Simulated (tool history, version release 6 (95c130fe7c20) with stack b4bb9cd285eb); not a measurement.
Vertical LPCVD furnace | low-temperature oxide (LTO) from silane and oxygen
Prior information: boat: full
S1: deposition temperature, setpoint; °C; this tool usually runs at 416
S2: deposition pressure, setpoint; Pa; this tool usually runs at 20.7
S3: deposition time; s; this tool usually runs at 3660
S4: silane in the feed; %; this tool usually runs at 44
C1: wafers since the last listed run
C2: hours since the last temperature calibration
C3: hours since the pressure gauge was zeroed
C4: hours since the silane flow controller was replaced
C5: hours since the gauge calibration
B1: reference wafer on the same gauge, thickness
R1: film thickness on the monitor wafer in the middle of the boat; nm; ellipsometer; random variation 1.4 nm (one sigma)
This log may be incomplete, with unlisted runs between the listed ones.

run	hour	S1	S2	S3	S4	C1	C2	C3	C4	C5	B1	R1
1	0.0	416	20.7	3660	44	0	3188.8	1654.4	5646.2	140.8	457.27	490.09
2	51.6	416	20.7	3660	44	763	3240.4	1706.0	5697.8	192.4	457.22	492.28
3	122.9	416	20.7	3660	44	1055	3311.7	1777.3	5769.1	263.7	457.19	493.14
4	193.0	416	20.7	3660	44	1037	3381.8	1847.4	5839.2	333.8	456.89	493.08
5	236.8	416	20.7	3660	44	648	3425.6	1891.2	5883.0	377.6	457.11	493.04
6	304.3	416	20.7	3660	44	999	3493.1	1958.7	5950.5	445.1	456.97	490.67
7	362.6	419	20.7	3660	44	863	3551.4	2017.0	6008.8	503.4	457.21	507.63
8	416.7	419	20.7	3660	44	800	3605.5	2071.1	6062.9	557.5	456.84	507.49
# hour 475.0: pressure gauge zeroed
9	477.4	408	20.7	3660	44	543	3666.2	2.4	6123.6	618.2	456.93	454.14
10	506.9	408	20.7	3660	44	436	3695.7	31.9	6153.1	647.7	456.94	454.64
11	539.1	408	20.7	3660	44	476	3727.9	64.1	6185.3	679.9	457.20	456.52
# hour 546.7: gauge calibrated
12	577.1	416	20.7	3660	44	562	3765.9	102.1	6223.3	30.4	456.93	494.65
13	604.0	426	16.0	4590	50	398	3792.8	129.0	6250.2	57.3	457.23	588.61
# hour 680.0: silane flow controller replaced
# hour 680.3: thermocouples replaced and temperature profile calibrated
14	680.8	416	22.7	3660	36	777	0.5	205.8	0.8	134.1	457.18	429.19
15	700.4	423	20.7	3660	38	290	20.1	225.4	20.4	153.7	457.21	449.94
16	760.3	416	25.3	3660	44	886	80.0	285.3	80.3	213.6	457.14	606.66
17	819.0	416	22.7	3660	36	868	138.7	344.0	139.0	272.3	457.09	430.23
18	845.8	416	20.7	3660	44	396	165.5	370.8	165.8	299.1	456.94	493.44
19	904.6	416	25.3	3660	44	870	224.3	429.6	224.6	357.9	457.04	605.52
20	1001.5	416	15.3	4410	44	1434	321.2	526.5	321.5	454.8	456.91	440.59
21	1039.7	421	18.0	3660	44	565	359.4	564.7	359.7	493.0	457.02	450.76
22	1077.7	427	19.3	3660	44	562	397.4	602.7	397.7	531.0	456.90	512.72
23	1102.8	422	20.7	3660	50	371	422.5	627.8	422.8	556.1	456.91	580.41
# hour 1132.3: gauge calibrated
24	1142.1	405	20.7	4890	50	581	461.8	667.1	462.1	9.8	457.10	663.32
25	1194.2	416	20.7	2820	44	771	513.9	719.2	514.2	61.9	456.89	380.23

Predict each of these 4 candidate next runs independently; none follows another, all start after run 25:
A	1199.6	416	20.7	3660	44	79	519.3	724.6	519.6	67.3	?	?
B	1199.6	416	18.0	5040	47	79	519.3	724.6	519.6	67.3	?	?
C	1199.6	405	20.7	3660	38	79	519.3	724.6	519.6	67.3	?	?
D	1199.6	419	24.7	3660	38	79	519.3	724.6	519.6	67.3	?	?

run	B1	R1
A	457.03	491.62
B	457.03	627.54
C	457.03	371.45
D	457.03	514.93
Without the tool's hidden state the same runs would have given:
run	R1
A	491.62
B	627.54
C	371.45
D	514.93

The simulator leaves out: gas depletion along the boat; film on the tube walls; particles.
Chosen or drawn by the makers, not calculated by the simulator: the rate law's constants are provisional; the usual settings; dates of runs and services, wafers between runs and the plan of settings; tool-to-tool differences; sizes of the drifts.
